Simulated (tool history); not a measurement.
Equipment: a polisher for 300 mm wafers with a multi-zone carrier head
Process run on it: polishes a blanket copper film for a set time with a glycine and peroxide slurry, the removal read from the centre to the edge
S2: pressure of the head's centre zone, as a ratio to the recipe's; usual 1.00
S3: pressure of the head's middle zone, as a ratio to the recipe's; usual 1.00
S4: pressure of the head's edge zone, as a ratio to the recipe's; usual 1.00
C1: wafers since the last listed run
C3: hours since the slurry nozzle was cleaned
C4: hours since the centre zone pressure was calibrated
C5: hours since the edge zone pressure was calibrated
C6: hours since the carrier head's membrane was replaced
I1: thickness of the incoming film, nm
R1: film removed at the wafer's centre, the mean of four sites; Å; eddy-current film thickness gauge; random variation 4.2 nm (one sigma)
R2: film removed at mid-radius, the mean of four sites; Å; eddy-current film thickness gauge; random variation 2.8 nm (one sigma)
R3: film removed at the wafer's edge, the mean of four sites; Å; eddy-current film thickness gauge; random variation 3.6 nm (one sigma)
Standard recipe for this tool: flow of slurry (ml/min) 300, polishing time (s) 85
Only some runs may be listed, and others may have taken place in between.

{"run": 1, "day": 0.0, "flow of slurry (ml/min)": 300, "S2": 1.0, "S3": 1.0, "S4": 1.0, "polishing time (s)": 85, "C1": 0, "wafers polished on this pad": 468, "C3": 81.6, "C4": 893.8, "C5": 565.3, "C6": 490.3, "I1": 1365.0, "R1": 4149, "R2": 4341, "R3": 4230}
{"run": 2, "day": 0.738, "flow of slurry (ml/min)": 300, "S2": 1.0, "S3": 1.0, "S4": 1.0, "polishing time (s)": 85, "C1": 115, "wafers polished on this pad": 584, "C3": 99.3, "C4": 911.5, "C5": 583.0, "C6": 508.0, "I1": 1333.8, "R1": 4145, "R2": 4293, "R3": 4221}
{"run": 3, "day": 1.662, "flow of slurry (ml/min)": 300, "S2": 1.0, "S3": 1.0, "S4": 1.0, "polishing time (s)": 85, "C1": 145, "wafers polished on this pad": 729, "C3": 121.5, "C4": 933.7, "C5": 605.2, "C6": 530.2, "I1": 1351.6, "R1": 4073, "R2": 4290, "R3": 4131}
{"day": 2.725, "done": "worn pad replaced by a new one"}
{"run": 4, "day": 2.746, "flow of slurry (ml/min)": 300, "S2": 1.0, "S3": 1.0, "S4": 1.0, "polishing time (s)": 85, "C1": 144, "wafers polished on this pad": 3, "C3": 147.5, "C4": 959.7, "C5": 631.2, "C6": 556.2, "I1": 1327.4, "R1": 4496, "R2": 4609, "R3": 4585}
{"run": 5, "day": 3.454, "flow of slurry (ml/min)": 300, "S2": 1.0, "S3": 1.0, "S4": 1.0, "polishing time (s)": 85, "C1": 111, "wafers polished on this pad": 114, "C3": 164.5, "C4": 976.7, "C5": 648.2, "C6": 573.2, "I1": 1347.2, "R1": 4300, "R2": 4482, "R3": 4460}
{"day": 4.304, "done": "centre zone pressure recalibrated"}
{"run": 6, "day": 4.942, "flow of slurry (ml/min)": 300, "S2": 1.0, "S3": 1.0, "S4": 1.0, "polishing time (s)": 85, "C1": 220, "wafers polished on this pad": 335, "C3": 200.2, "C4": 15.3, "C5": 683.9, "C6": 608.9, "I1": 1359.8, "R1": 4212, "R2": 4322, "R3": 4258}
{"day": 5.512, "done": "carrier head's membrane replaced by a new one"}
{"run": 7, "day": 5.621, "flow of slurry (ml/min)": 300, "S2": 1.0, "S3": 1.0, "S4": 1.0, "polishing time (s)": 85, "C1": 74, "wafers polished on this pad": 409, "C3": 216.5, "C4": 31.6, "C5": 700.2, "C6": 2.6, "I1": 1353.0, "R1": 4151, "R2": 4281, "R3": 4275}
{"run": 8, "day": 6.404, "flow of slurry (ml/min)": 215, "S2": 1.08, "S3": 1.0, "S4": 1.0, "polishing time (s)": 85, "C1": 123, "wafers polished on this pad": 532, "C3": 235.3, "C4": 50.4, "C5": 719.0, "C6": 21.4, "I1": 1360.6, "R1": 4186, "R2": 4134, "R3": 4147}
{"run": 9, "day": 7.775, "flow of slurry (ml/min)": 375, "S2": 1.0, "S3": 1.0, "S4": 1.0, "polishing time (s)": 69, "C1": 215, "wafers polished on this pad": 748, "C3": 268.2, "C4": 83.3, "C5": 751.9, "C6": 54.3, "I1": 1337.6, "R1": 3380, "R2": 3494, "R3": 3421}
{"run": 10, "day": 8.733, "flow of slurry (ml/min)": 375, "S2": 1.0, "S3": 1.0, "S4": 1.0, "polishing time (s)": 69, "C1": 150, "wafers polished on this pad": 899, "C3": 291.2, "C4": 106.3, "C5": 774.9, "C6": 77.3, "I1": 1346.0, "R1": 3337, "R2": 3528, "R3": 3448}
{"day": 9.038, "done": "worn pad replaced by a new one"}
{"run": 11, "day": 9.488, "flow of slurry (ml/min)": 300, "S2": 1.0, "S3": 1.0, "S4": 1.0, "polishing time (s)": 85, "C1": 92, "wafers polished on this pad": 70, "C3": 309.3, "C4": 124.4, "C5": 793.0, "C6": 95.4, "I1": 1361.1, "R1": 4420, "R2": 4592, "R3": 4483}
{"day": 10.204, "done": "slurry nozzle cleaned"}
{"run": 12, "day": 10.383, "flow of slurry (ml/min)": 300, "S2": 1.1, "S3": 0.92, "S4": 1.05, "polishing time (s)": 73, "C1": 134, "wafers polished on this pad": 204, "C3": 4.3, "C4": 145.9, "C5": 814.5, "C6": 116.9, "I1": 1328.9, "R1": 4051, "R2": 3522, "R3": 3863}
{"run": 13, "day": 11.571, "flow of slurry (ml/min)": 330, "S2": 1.0, "S3": 0.92, "S4": 0.95, "polishing time (s)": 85, "C1": 186, "wafers polished on this pad": 391, "C3": 32.8, "C4": 174.4, "C5": 843.0, "C6": 145.4, "I1": 1346.0, "R1": 4232, "R2": 4095, "R3": 4224}
{"run": 14, "day": 12.183, "flow of slurry (ml/min)": 300, "S2": 1.0, "S3": 1.0, "S4": 0.96, "polishing time (s)": 75, "C1": 96, "wafers polished on this pad": 487, "C3": 47.5, "C4": 189.1, "C5": 857.7, "C6": 160.1, "I1": 1358.9, "R1": 3697, "R2": 3830, "R3": 3693}
{"run": 15, "day": 13.108, "flow of slurry (ml/min)": 300, "S2": 1.0, "S3": 1.0, "S4": 1.0, "polishing time (s)": 85, "C1": 145, "wafers polished on this pad": 633, "C3": 69.7, "C4": 211.3, "C5": 879.9, "C6": 182.3, "I1": 1323.4, "R1": 4038, "R2": 4272, "R3": 4267}
{"run": 16, "day": 14.046, "flow of slurry (ml/min)": 300, "S2": 0.89, "S3": 1.05, "S4": 1.08, "polishing time (s)": 67, "C1": 147, "wafers polished on this pad": 780, "C3": 92.2, "C4": 233.8, "C5": 902.4, "C6": 204.8, "I1": 1341.9, "R1": 2948, "R2": 3496, "R3": 3489}
{"day": 14.4, "done": "edge zone pressure recalibrated"}
{"run": 17, "day": 14.75, "flow of slurry (ml/min)": 225, "S2": 1.0, "S3": 1.0, "S4": 1.0, "polishing time (s)": 85, "C1": 97, "wafers polished on this pad": 878, "C3": 109.1, "C4": 250.7, "C5": 8.4, "C6": 221.7, "I1": 1362.8, "R1": 3959, "R2": 4114, "R3": 4107}
{"day": 15.379, "done": "worn pad replaced by a new one"}
{"run": 18, "day": 15.896, "flow of slurry (ml/min)": 300, "S2": 0.97, "S3": 1.0, "S4": 0.9, "polishing time (s)": 56, "C1": 153, "wafers polished on this pad": 81, "C3": 136.6, "C4": 278.2, "C5": 35.9, "C6": 249.2, "I1": 1335.3, "R1": 2787, "R2": 2938, "R3": 2781}
{"run": 19, "day": 16.417, "flow of slurry (ml/min)": 300, "S2": 0.91, "S3": 1.0, "S4": 1.0, "polishing time (s)": 85, "C1": 81, "wafers polished on this pad": 163, "C3": 149.1, "C4": 290.7, "C5": 48.4, "C6": 261.7, "I1": 1353.7, "R1": 3928, "R2": 4383, "R3": 4359}
{"run": 20, "day": 17.65, "flow of slurry (ml/min)": 300, "S2": 1.0, "S3": 1.0, "S4": 0.93, "polishing time (s)": 85, "C1": 193, "wafers polished on this pad": 357, "C3": 178.7, "C4": 320.3, "C5": 78.0, "C6": 291.3, "I1": 1360.5, "R1": 4128, "R2": 4307, "R3": 4152}
{"run": 21, "day": 18.738, "flow of slurry (ml/min)": 230, "S2": 1.0, "S3": 1.0, "S4": 1.0, "polishing time (s)": 85, "C1": 171, "wafers polished on this pad": 528, "C3": 204.8, "C4": 346.4, "C5": 104.1, "C6": 317.4, "I1": 1334.6, "R1": 3959, "R2": 4152, "R3": 4131}

Estimate the outcome of run 22 from the log above:
{"run": 22, "day": 19.388, "flow of slurry (ml/min)": 300, "S2": 1.0, "S3": 1.0, "S4": 1.05, "polishing time (s)": 97, "C1": 102, "wafers polished on this pad": 630, "C3": 220.4, "C4": 362.0, "C5": 119.7, "C6": 333.0, "I1": 1342.4, "R1": "?", "R2": "?", "R3": "?"}

Run 22 yielded R1 4756 Å, R2 4853 Å, R3 4820 Å.
With the hidden condition absent and the run-to-run variation left alone, this run would have shown R1 5240 Å, R2 5346 Å, R3 5311 Å.
